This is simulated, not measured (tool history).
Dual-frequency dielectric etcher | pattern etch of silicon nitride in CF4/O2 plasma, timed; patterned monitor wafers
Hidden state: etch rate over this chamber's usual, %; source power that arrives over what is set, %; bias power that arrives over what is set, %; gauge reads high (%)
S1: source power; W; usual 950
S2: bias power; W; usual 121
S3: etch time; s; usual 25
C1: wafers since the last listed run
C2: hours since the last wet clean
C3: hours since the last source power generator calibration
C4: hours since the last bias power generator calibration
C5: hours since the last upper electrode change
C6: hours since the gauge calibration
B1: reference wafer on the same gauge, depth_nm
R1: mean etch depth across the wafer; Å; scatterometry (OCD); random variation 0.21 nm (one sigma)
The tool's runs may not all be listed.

run    hour    S1   S2    S3    C1     C2      C3      C4      C5      C6    B1   R1
  1       0   950  121    23     0  528.3    3693  1193.9  4013.3   862.9  89.8  691
      109.8  -- wet clean of the chamber
  2   239.6   950  121    23  2515  129.8  3932.6  1433.5  4252.9  1102.5  89.8  696
  3   446.7   950  121    23  2416  336.9  4139.7  1640.6    4460  1309.6  89.8  694
      513.9  -- upper electrode replaced
  4   514.4   950  121    25   509  404.6  4207.4  1708.3     0.5  1377.3  89.8  757
      532.6  -- gauge calibrated
  5   597.6   950  121    25   970  487.8  4290.6  1791.5    83.7      65  89.8  752
  6     683   950  121    25   996  573.2    4376  1876.9   169.1   150.4  89.8  750
      695.1  -- bias power generator calibrated
      716.4  -- wet clean of the chamber
      751.5  -- source power generator calibrated
  7   771.7   950  121    25   693   55.3    20.2    76.6   257.8   239.1  89.8  739
  8   853.2   950  121    25   950  136.8   101.7   158.1   339.3   320.6  89.8  739
  9   946.1   860  142  21.5  1083  229.7   194.6     251   432.2   413.5  89.8  616
     1009.7  -- wet clean of the chamber, repeated, since the last time left the tool worse
 10  1030.7   950  121    25   707     21   279.2   335.6   516.8   498.1  89.8  755
 11  1132.5   950  121    23  1187  122.8     381   437.4   618.6   599.9  89.8  696
 12  1170.5   950  121    27   443  160.8     419   475.4   656.6   637.9  89.8  815
 13    1242  1170  121    25   834  232.3   490.5   546.9   728.1   709.4  89.8  883
 14    1296   950  121  31.5   630  286.3   544.5   600.9   782.1   763.4  89.7  950
 15  1402.1   730  146    25  1237  392.4   650.6     707   888.2   869.5  89.8  655

Forecast each of these 4 alternatives for the next run:
  A  1402.5   950  121    25   4  392.8  651  707.4  888.6  869.9   ?   ?
  B  1402.5  1150  113    22   4  392.8  651  707.4  888.6  869.9   ?   ?
  C  1402.5   810  134  30.5   4  392.8  651  707.4  888.6  869.9   ?   ?
  D  1402.5   950  134  20.5   4  392.8  651  707.4  888.6  869.9   ?   ?

run    B1   R1
  A  89.8  751
  B  89.8  750
  C  89.8  839
  D  89.8  633
Without the tool's hidden state the same runs would have given:
run   R1
  A  757
  B  755
  C  845
  D  637
